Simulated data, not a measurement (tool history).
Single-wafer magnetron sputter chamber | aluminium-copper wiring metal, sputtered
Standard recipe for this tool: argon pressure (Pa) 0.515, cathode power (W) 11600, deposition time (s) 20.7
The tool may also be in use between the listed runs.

run	day	argon pressure (Pa)	cathode power (W)	deposition time (s)	wafers since the last listed run	wafers on the sputter target	hours since the last manometer calibration	hours since the magnet pack was replaced	hours since the gauge calibration	read-back reference wafer on the same gauge, thickness_nm	mean film thickness on the monitor wafer (Å)
1	0	0.515	11600	20.7	0	642	1684.5	9177.9	23.1	340.948	3941.11
2	0.421	0.515	11600	20.7	183	825	1694.6	9188	33.2	341.024	3930.65
3	1.067	0.59	11600	20.7	281	1106	1710.1	9203.5	48.7	340.933	3830.3
4	1.338	0.647	11600	20.7	117	1224	1716.6	9210	55.2	340.803	3732.74
5	2.088	0.647	11600	20.7	326	1551	1734.6	9228	73.2	341.533	3712.5
6	2.554	0.647	11600	20.7	203	1754	1745.8	9239.2	84.4	341.094	3703.38
7	2.929	0.515	11600	20.7	163	1917	1754.8	9248.2	93.4	340.795	3900.37
8	3.633	0.515	11600	20.7	306	2224	1771.7	9265.1	110.3	340.831	3900.39
9	4.3	0.515	11600	20.7	290	2514	1787.7	9281.1	126.3	340.909	3853.33
10	5.05	0.515	11600	20.7	326	2841	1805.7	9299.1	144.3	341.383	3847.17
11	5.483	0.515	10300	22.9	188	3030	1816.1	9309.5	154.7	340.284	3833.22
12	6.129	0.515	10300	22.9	281	3311	1831.6	9325	170.2	340.628	3788.28
# day 6.912: sputter target and shields replaced
13	6.933	0.515	10300	22.9	205	8	1850.9	9344.3	189.5	341.121	3947.64
# day 7.325: capacitance manometer re-zeroed and calibrated
14	7.346	0.515	11600	20.7	34	42	0.5	9354.2	199.4	341.237	3978.4
15	7.704	0.515	11600	20.7	156	198	9.1	9362.8	208	340.801	3917.8
# day 9.104: magnet pack replaced
16	9.417	0.515	11600	22.2	600	799	50.2	7.5	249.1	340.968	4226.99
17	9.729	0.373	13350	23.3	136	935	57.7	15	256.6	341.034	5367.53
18	10.254	0.614	10650	24.8	228	1164	70.3	27.6	269.2	340.894	4172.1
# day 10.875: gauge calibrated
19	10.979	0.515	11600	20.7	315	1480	87.7	45	2.5	341.626	3894.25
20	11.762	0.515	11600	22.3	341	1821	106.5	63.8	21.3	340.535	4214.32
21	12.133	0.515	9500	18.3	161	1982	115.4	72.7	30.2	341.309	2886.97
22	12.679	0.462	11600	24.1	237	2220	128.5	85.8	43.3	341.167	4662.09
23	13.258	0.515	9050	20.7	252	2472	142.4	99.7	57.2	341.683	3108.52
24	13.967	0.515	11600	20.7	308	2781	159.4	116.7	74.2	341.004	3861.15
25	14.271	0.515	12900	16.7	132	2913	166.7	124	81.5	340.431	3404.05
26	14.696	0.515	11600	23.6	185	3098	176.9	134.2	91.7	340.511	4356.46
27	15.312	0.436	10300	17.2	268	3367	191.7	149	106.5	341.04	2935.7
28	15.996	0.515	11600	20.7	297	3664	208.1	165.4	122.9	341.313	3744.22
29	16.512	0.668	11600	20.7	225	3889	220.5	177.8	135.3	341.297	3495.3
# day 17.254: sputter target and shields replaced
30	17.275	0.31	9600	18.8	186	9	238.8	196.1	153.6	340.719	3320.71
31	17.712	0.348	11600	20.7	190	200	249.3	206.6	164.1	340.763	4222.14

Here are 4 independent what-if runs from the current tool condition. What would each one return?
A	17.729	0.412	11600	20.7	7	207	249.7	207	164.5	?	?
B	17.729	0.712	11600	20.7	7	207	249.7	207	164.5	?	?
C	17.729	0.347	11600	20.7	7	207	249.7	207	164.5	?	?
D	17.729	0.348	11600	19.7	7	207	249.7	207	164.5	?	?

run	read-back reference wafer on the same gauge, thickness_nm	mean film thickness on the monitor wafer (Å)
A	340.542	4137.52
B	340.542	3627.46
C	340.542	4261.13
D	340.542	4053.43
With no hidden state in the tool, these same runs would have given:
run	mean film thickness on the monitor wafer (Å)
A	4185.81
B	3669.8
C	4310.86
D	4100.74
